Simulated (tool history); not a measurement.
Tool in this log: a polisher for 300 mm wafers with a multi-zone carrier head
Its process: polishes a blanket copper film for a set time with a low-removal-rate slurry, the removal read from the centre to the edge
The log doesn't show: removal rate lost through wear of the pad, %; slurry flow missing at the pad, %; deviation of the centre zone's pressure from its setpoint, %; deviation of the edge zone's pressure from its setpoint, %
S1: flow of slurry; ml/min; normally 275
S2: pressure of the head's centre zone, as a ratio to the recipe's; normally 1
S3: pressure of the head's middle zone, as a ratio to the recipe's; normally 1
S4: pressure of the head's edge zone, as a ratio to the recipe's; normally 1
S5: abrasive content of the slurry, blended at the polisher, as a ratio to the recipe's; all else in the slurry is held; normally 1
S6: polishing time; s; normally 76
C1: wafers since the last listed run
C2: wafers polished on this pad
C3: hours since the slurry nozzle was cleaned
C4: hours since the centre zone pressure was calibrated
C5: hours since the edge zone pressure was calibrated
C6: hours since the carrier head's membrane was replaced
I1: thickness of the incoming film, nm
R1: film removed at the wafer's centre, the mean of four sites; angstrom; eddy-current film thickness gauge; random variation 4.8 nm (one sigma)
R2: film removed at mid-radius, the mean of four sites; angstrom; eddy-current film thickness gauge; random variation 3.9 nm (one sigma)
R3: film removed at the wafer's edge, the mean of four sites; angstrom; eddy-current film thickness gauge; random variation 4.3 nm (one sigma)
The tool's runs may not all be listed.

run 1 hour=0 | S1=275 S2=1 S3=1 S4=1 S5=0.85 S6=76 | C1=0 C2=39 C3=11.9 C4=469 C5=313 C6=1431.6 | I1=964.7 | R1=3011 R2=3013 R3=3096
run 2 hour=9.7 | S1=275 S2=1 S3=1 S4=1 S5=1 S6=76 | C1=88 C2=127 C3=21.6 C4=478.7 C5=322.7 C6=1441.3 | I1=988.5 | R1=3111 R2=3187 R3=3176
run 3 hour=18.2 | S1=275 S2=1 S3=1 S4=1 S5=1 S6=76 | C1=77 C2=205 C3=30.1 C4=487.2 C5=331.2 C6=1449.8 | I1=991.3 | R1=3152 R2=3122 R3=3265
run 4 hour=34.7 | S1=275 S2=1 S3=1 S4=1 S5=1 S6=76 | C1=149 C2=355 C3=46.6 C4=503.7 C5=347.7 C6=1466.3 | I1=980.2 | R1=3080 R2=3055 R3=3235
run 5 hour=49.3 | S1=275 S2=1 S3=1 S4=1 S5=1 S6=76 | C1=132 C2=487 C3=61.2 C4=518.3 C5=362.3 C6=1480.9 | I1=972.4 | R1=3077 R2=3063 R3=3125
run 6 hour=62.5 | S1=355 S2=1 S3=1.03 S4=0.95 S5=1 S6=51 | C1=119 C2=607 C3=74.4 C4=531.5 C5=375.5 C6=1494.1 | I1=973.9 | R1=2065 R2=2138 R3=2105
run 7 hour=76.1 | S1=275 S2=1 S3=1 S4=0.88 S5=1.2 S6=84 | C1=123 C2=731 C3=88 C4=545.1 C5=389.1 C6=1507.7 | I1=976.1 | R1=3487 R2=3462 R3=3408
-- hour=98.4 worn pad replaced by a new one, repeated, since the last time left the tool worse
-- hour=101.4 carrier head's membrane replaced by a new one
run 8 hour=110.9 | S1=275 S2=1 S3=1 S4=1 S5=1 S6=76 | C1=252 C2=86 C3=122.8 C4=579.9 C5=423.9 C6=9.5 | I1=991.7 | R1=3542 R2=3522 R3=3636
run 9 hour=121 | S1=275 S2=1 S3=1 S4=1 S5=1 S6=76 | C1=91 C2=177 C3=132.9 C4=590 C5=434 C6=19.6 | I1=1001.7 | R1=3583 R2=3548 R3=3635
-- hour=147.9 centre zone pressure recalibrated
run 10 hour=173 | S1=275 S2=1 S3=0.89 S4=1 S5=1 S6=76 | C1=454 C2=632 C3=184.9 C4=25.1 C5=486 C6=71.6 | I1=983.7 | R1=3515 R2=3091 R3=3521
-- hour=175.2 edge zone pressure recalibrated
run 11 hour=182.9 | S1=275 S2=1 S3=1 S4=1 S5=1 S6=76 | C1=71 C2=704 C3=194.8 C4=35 C5=7.7 C6=81.5 | I1=988.2 | R1=3477 R2=3438 R3=3566
run 12 hour=199.6 | S1=275 S2=1 S3=1 S4=1.04 S5=1.2 S6=55 | C1=151 C2=855 C3=211.5 C4=51.7 C5=24.4 C6=98.2 | I1=961.7 | R1=2532 R2=2480 R3=2615
-- hour=217.4 worn pad replaced by a new one
run 13 hour=217.9 | S1=275 S2=1 S3=1 S4=1 S5=1 S6=76 | C1=129 C2=4 C3=229.8 C4=70 C5=42.7 C6=116.5 | I1=977.8 | R1=3465 R2=3529 R3=3628
run 14 hour=222.5 | S1=275 S2=1 S3=1 S4=1 S5=1.15 S6=62 | C1=41 C2=46 C3=234.4 C4=74.6 C5=47.3 C6=121.1 | I1=963.4 | R1=3015 R2=2996 R3=2970
run 15 hour=236.8 | S1=275 S2=1 S3=1 S4=0.92 S5=1 S6=76 | C1=129 C2=176 C3=248.7 C4=88.9 C5=61.6 C6=135.4 | I1=988.3 | R1=3484 R2=3470 R3=3533
run 16 hour=248 | S1=275 S2=1 S3=1 S4=1 S5=1 S6=52 | C1=101 C2=278 C3=259.9 C4=100.1 C5=72.8 C6=146.6 | I1=982.9 | R1=2401 R2=2384 R3=2390
run 17 hour=257.3 | S1=275 S2=1 S3=1 S4=1 S5=1 S6=76 | C1=84 C2=362 C3=269.2 C4=109.4 C5=82.1 C6=155.9 | I1=989.7 | R1=3462 R2=3488 R3=3627
run 18 hour=274.6 | S1=275 S2=1 S3=1 S4=0.92 S5=1.3 S6=76 | C1=157 C2=520 C3=286.5 C4=126.7 C5=99.4 C6=173.2 | I1=986.4 | R1=3585 R2=3653 R3=3600
run 19 hour=281.1 | S1=275 S2=1 S3=0.96 S4=1.03 S5=0.7 S6=76 | C1=59 C2=579 C3=293 C4=133.2 C5=105.9 C6=179.7 | I1=970.8 | R1=3112 R2=3083 R3=3314
run 20 hour=289.7 | S1=370 S2=0.89 S3=1 S4=1 S5=1 S6=76 | C1=78 C2=657 C3=301.6 C4=141.8 C5=114.5 C6=188.3 | I1=980.5 | R1=3129 R2=3487 R3=3654
run 21 hour=300.4 | S1=275 S2=1 S3=1 S4=1 S5=1 S6=76 | C1=97 C2=754 C3=312.3 C4=152.5 C5=125.2 C6=199 | I1=975.3 | R1=3387 R2=3431 R3=3539
run 22 hour=316.2 | S1=230 S2=1.07 S3=1 S4=1.05 S5=1 S6=59 | C1=143 C2=898 C3=328.1 C4=168.3 C5=141 C6=214.8 | I1=991.6 | R1=2772 R2=2557 R3=2628

What was the tool's hidden state at every run in the log?
slurry flow missing at the pad, %: 0, the same for each run
deviation of the centre zone's pressure from its setpoint, %: 0, the same for each run
deviation of the edge zone's pressure from its setpoint, %: 0, the same for each run
H1: removal rate lost through wear of the pad, %
run=1 H1=11.8
run=2 H1=11.8
run=3 H1=11.9
run=4 H1=12.3
run=5 H1=12.8
run=6 H1=13.5
run=7 H1=14.2
run=8 H1=0.344
run=9 H1=0.478
run=10 H1=2.4
run=11 H1=3
run=12 H1=4.18
run=13 H1=0.682
run=14 H1=0.692
run=15 H1=0.826
run=16 H1=1.04
run=17 H1=1.29
run=18 H1=1.93
run=19 H1=2.23
run=20 H1=2.67
run=21 H1=3.31
run=22 H1=4.4

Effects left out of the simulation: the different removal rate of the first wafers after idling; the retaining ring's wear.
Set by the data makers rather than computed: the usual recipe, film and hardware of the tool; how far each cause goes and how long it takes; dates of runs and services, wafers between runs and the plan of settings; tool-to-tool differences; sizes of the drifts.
